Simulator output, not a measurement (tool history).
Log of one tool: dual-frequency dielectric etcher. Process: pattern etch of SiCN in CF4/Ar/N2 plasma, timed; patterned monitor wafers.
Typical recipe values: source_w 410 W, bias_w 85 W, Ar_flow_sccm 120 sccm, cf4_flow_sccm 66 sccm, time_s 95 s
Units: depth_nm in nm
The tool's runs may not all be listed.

run	day	source_w	bias_w	Ar_flow_sccm	cf4_flow_sccm	time_s	read-back reference wafer on the same gauge, depth_nm	depth_nm
1	0	410	85	120	66	95	80.2	73.7
2	1.717	410	85	120	66	95	80.1	73.9
3	4.175	410	105	138	57	95	80.2	76
# day 5.883: bias power generator calibrated
4	6.908	380	85	120	66	78	80.1	58.1
5	9.562	380	85	120	66	95	80	70.7
# day 12.117: wet clean of the chamber
6	16.404	410	74	120	51	95	80.1	66.4
# day 17.425: gauge calibrated
# day 18.467: Ar flow controller replaced
7	19.088	410	91	120	66	110.5	80.1	88.3
8	21.45	410	85	120	66	95	80.1	73.8
9	23.096	410	85	112	79	95	80.1	76.8
10	24.129	320	91	120	71	76	80	52.9
# day 24.512: CF4 flow controller replaced
11	25.417	410	85	120	66	95	80.1	74.8
12	27.229	410	85	120	66	95	80.2	74.9
# day 28.783: wet clean of the chamber
13	29.258	410	85	120	50	95	80.1	71.2

For run 14, what comes out?
14	32.125	410	93	101	66	112.5	?	?

read-back reference wafer on the same gauge, depth_nm: 80.1
depth_nm: 94.5 nm
On a tool with no hidden condition, and with the same random variation, this run would have come out at depth_nm 94.5 nm.
